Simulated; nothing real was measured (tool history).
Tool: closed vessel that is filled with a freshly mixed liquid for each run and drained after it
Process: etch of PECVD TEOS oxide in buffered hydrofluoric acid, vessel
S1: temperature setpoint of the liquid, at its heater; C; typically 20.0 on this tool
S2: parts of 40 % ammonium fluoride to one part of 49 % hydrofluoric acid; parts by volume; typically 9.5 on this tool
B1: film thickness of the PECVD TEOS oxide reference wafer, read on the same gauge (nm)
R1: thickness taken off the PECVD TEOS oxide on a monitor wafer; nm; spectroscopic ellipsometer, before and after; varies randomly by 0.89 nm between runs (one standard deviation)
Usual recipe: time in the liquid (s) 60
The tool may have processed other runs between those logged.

Run 1, day 0.000: usual settings; B1 90.01. Result: R1 104.07 nm.
Run 2, day 3.796: usual settings; B1 90.03. Result: R1 102.01 nm.
Run 3, day 6.850: usual settings; B1 89.99. Result: R1 103.96 nm.
Run 4, day 9.617: usual settings but S2 7.5 parts by volume, time in the liquid (s) 80; B1 89.99. Result: R1 173.19 nm.
Run 5, day 12.454: usual settings but S2 7.5 parts by volume, time in the liquid (s) 80; B1 89.99. Result: R1 172.81 nm.
Run 6, day 15.212: usual settings; B1 90.03. Result: R1 102.08 nm.
Run 7, day 17.146: usual settings; B1 90.01. Result: R1 103.07 nm.
Run 8, day 19.958: usual settings; B1 90.00. Result: R1 103.05 nm.
Run 9, day 23.404: usual settings; B1 89.99. Result: R1 101.88 nm.
At day 24.033: gauge calibrated.
Run 10, day 26.708: usual settings but S2 12.0 parts by volume; B1 90.00. Result: R1 81.80 nm.
Run 11, day 30.688: usual settings but S2 12.0 parts by volume; B1 90.01. Result: R1 81.49 nm.
Run 12, day 34.671: usual settings; B1 89.99. Result: R1 100.00 nm.
Run 13, day 38.683: usual settings but S1 17.0 C, S2 12.5 parts by volume, time in the liquid (s) 40; B1 90.00. Result: R1 42.88 nm.
Run 14, day 42.854: usual settings but S1 18.5 C, S2 7.0 parts by volume, time in the liquid (s) 40; B1 90.00. Result: R1 81.50 nm.
Run 15, day 46.338: usual settings but S2 7.0 parts by volume, time in the liquid (s) 95; B1 89.99. Result: R1 213.87 nm.
Run 16, day 48.692: usual settings but S1 17.0 C, S2 11.0 parts by volume, time in the liquid (s) 30; B1 90.00. Result: R1 36.21 nm.

Forecast run 17:
At day 51.367: hydrofluoric acid flow meter replaced.
Run 17, day 52.058: usual settings but S2 7.5 parts by volume, time in the liquid (s) 40; B1 ?. Result: R1 ?.

Run 17 gave B1 90.00, R1 82.04 nm.
Were there no unlogged condition in the tool, this run, its random variation unchanged, would have produced R1 89.61 nm.

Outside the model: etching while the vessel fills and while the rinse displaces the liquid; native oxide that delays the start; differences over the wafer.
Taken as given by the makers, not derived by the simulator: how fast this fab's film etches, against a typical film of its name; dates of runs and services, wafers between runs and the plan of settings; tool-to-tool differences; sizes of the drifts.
